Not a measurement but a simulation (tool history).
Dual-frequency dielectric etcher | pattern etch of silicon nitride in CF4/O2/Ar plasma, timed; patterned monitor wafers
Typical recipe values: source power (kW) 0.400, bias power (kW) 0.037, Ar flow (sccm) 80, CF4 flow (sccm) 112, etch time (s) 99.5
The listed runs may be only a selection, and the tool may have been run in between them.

| run | day | source power (kW) | bias power (kW) | Ar flow (sccm) | CF4 flow (sccm) | etch time (s) | wafers since the last listed run | hours since the last wet clean | hours since the last source power generator calibration | hours since the last bias power generator calibration | hours since the last Ar flow controller change | hours since the last CF4 flow controller change | hours since the last upper electrode change | hours since the gauge calibration | read-back reference wafer on the same gauge, depth_nm | mean etch depth across the wafer (angstrom) |
|---|---|---|---|---|---|---|---|---|---|---|---|---|---|---|---|---|
| 1 | 0.000 | 0.400 | 0.037 | 80 | 112 | 99.5 | 0 | 554.9 | 4051.0 | 2639.9 | 3913.1 | 2165.9 | 6252.9 | 333.8 | 176.1 | 1625 |
| 2 | 0.300 | 0.400 | 0.037 | 80 | 112 | 99.5 | 55 | 562.1 | 4058.2 | 2647.1 | 3920.3 | 2173.1 | 6260.1 | 341.0 | 175.9 | 1642 |
| 3 | 0.788 | 0.400 | 0.037 | 80 | 112 | 99.5 | 90 | 573.8 | 4069.9 | 2658.8 | 3932.0 | 2184.8 | 6271.8 | 352.7 | 176.0 | 1618 |
| 4 | 1.467 | 0.460 | 0.037 | 80 | 112 | 99.5 | 126 | 590.1 | 4086.2 | 2675.1 | 3948.3 | 2201.1 | 6288.1 | 369.0 | 176.2 | 1867 |
| 5 | 1.912 | 0.400 | 0.037 | 80 | 136 | 99.5 | 82 | 600.8 | 4096.9 | 2685.8 | 3959.0 | 2211.8 | 6298.8 | 379.7 | 176.0 | 1673 |
|  | 3.408 | wet clean of the chamber |
|  | 3.462 | source power generator calibrated |
| 6 | 3.483 | 0.330 | 0.037 | 80 | 112 | 99.5 | 95 | 1.8 | 0.5 | 2723.5 | 3996.7 | 2249.5 | 6336.5 | 417.4 | 175.8 | 1321 |
| 7 | 3.500 | 0.490 | 0.037 | 80 | 128 | 119.0 | 3 | 2.2 | 0.9 | 2723.9 | 3997.1 | 2249.9 | 6336.9 | 417.8 | 176.1 | 2307 |
| 8 | 3.512 | 0.490 | 0.032 | 80 | 112 | 99.5 | 2 | 2.5 | 1.2 | 2724.2 | 3997.4 | 2250.2 | 6337.2 | 418.1 | 175.9 | 1845 |
| 9 | 4.179 | 0.400 | 0.041 | 80 | 128 | 99.5 | 123 | 18.5 | 17.2 | 2740.2 | 4013.4 | 2266.2 | 6353.2 | 434.1 | 176.0 | 1683 |
| 10 | 4.538 | 0.400 | 0.037 | 80 | 112 | 99.5 | 66 | 27.1 | 25.8 | 2748.8 | 4022.0 | 2274.8 | 6361.8 | 442.7 | 176.0 | 1580 |
| 11 | 5.025 | 0.400 | 0.037 | 95 | 112 | 112.0 | 90 | 38.8 | 37.5 | 2760.5 | 4033.7 | 2286.5 | 6373.5 | 454.4 | 175.9 | 1721 |
| 12 | 5.312 | 0.450 | 0.033 | 80 | 104 | 99.5 | 53 | 45.7 | 44.4 | 2767.4 | 4040.6 | 2293.4 | 6380.4 | 461.3 | 175.7 | 1669 |
|  | 6.125 | bias power generator calibrated |
|  | 6.596 | upper electrode replaced |
| 13 | 6.617 | 0.400 | 0.037 | 80 | 112 | 99.5 | 123 | 77.0 | 75.7 | 11.8 | 4071.9 | 2324.7 | 0.5 | 492.6 | 176.1 | 1577 |
|  | 7.338 | Ar flow controller replaced |
|  | 7.408 | CF4 flow controller replaced |
|  | 7.508 | gauge calibrated |
| 14 | 7.746 | 0.370 | 0.037 | 80 | 112 | 99.5 | 150 | 104.1 | 102.8 | 38.9 | 9.8 | 8.1 | 27.6 | 5.7 | 175.9 | 1471 |
| 15 | 8.083 | 0.320 | 0.037 | 80 | 95 | 99.5 | 62 | 112.2 | 110.9 | 47.0 | 17.9 | 16.2 | 35.7 | 13.8 | 176.2 | 1232 |
| 16 | 8.658 | 0.400 | 0.037 | 80 | 112 | 99.5 | 106 | 126.0 | 124.7 | 60.8 | 31.7 | 30.0 | 49.5 | 27.6 | 175.8 | 1598 |
| 17 | 9.250 | 0.400 | 0.037 | 80 | 112 | 99.5 | 109 | 140.2 | 138.9 | 75.0 | 45.9 | 44.2 | 63.7 | 41.8 | 175.8 | 1580 |
| 18 | 9.896 | 0.400 | 0.037 | 80 | 112 | 118.5 | 120 | 155.7 | 154.4 | 90.5 | 61.4 | 59.7 | 79.2 | 57.3 | 176.3 | 1900 |
| 19 | 10.342 | 0.400 | 0.037 | 80 | 126 | 113.0 | 82 | 166.4 | 165.1 | 101.2 | 72.1 | 70.4 | 89.9 | 68.0 | 175.7 | 1848 |
| 20 | 11.025 | 0.400 | 0.037 | 80 | 97 | 99.5 | 126 | 182.8 | 181.5 | 117.6 | 88.5 | 86.8 | 106.3 | 84.4 | 175.8 | 1552 |
| 21 | 11.742 | 0.340 | 0.042 | 67 | 112 | 75.5 | 133 | 200.0 | 198.7 | 134.8 | 105.7 | 104.0 | 123.5 | 101.6 | 176.1 | 1105 |

What differs in the tool's unlogged condition from the final listed run ahead of each entry between runs to the first listed run following it?
Run 5 -> run 6: wet clean of the chamber (day 3.408); source power generator calibrated (day 3.462)
  etch rate over this chamber's usual, %: 3.95 -> -0.138
  measured value less the no-hidden-state value, mean etch depth across the wafer (angstrom): +63 -> -1
Run 12 -> run 13: bias power generator calibrated (day 6.125); upper electrode replaced (day 6.596)
  etch rate over this chamber's usual, %: 0.185 -> 0.415
  measured value less the no-hidden-state value, mean etch depth across the wafer (angstrom): +3 -> +6
Run 13 -> run 14: Ar flow controller replaced (day 7.338); CF4 flow controller replaced (day 7.408); gauge calibrated (day 7.508)
  etch rate over this chamber's usual, %: 0.415 -> 0.615
  measured value less the no-hidden-state value, mean etch depth across the wafer (angstrom): +6 -> +9

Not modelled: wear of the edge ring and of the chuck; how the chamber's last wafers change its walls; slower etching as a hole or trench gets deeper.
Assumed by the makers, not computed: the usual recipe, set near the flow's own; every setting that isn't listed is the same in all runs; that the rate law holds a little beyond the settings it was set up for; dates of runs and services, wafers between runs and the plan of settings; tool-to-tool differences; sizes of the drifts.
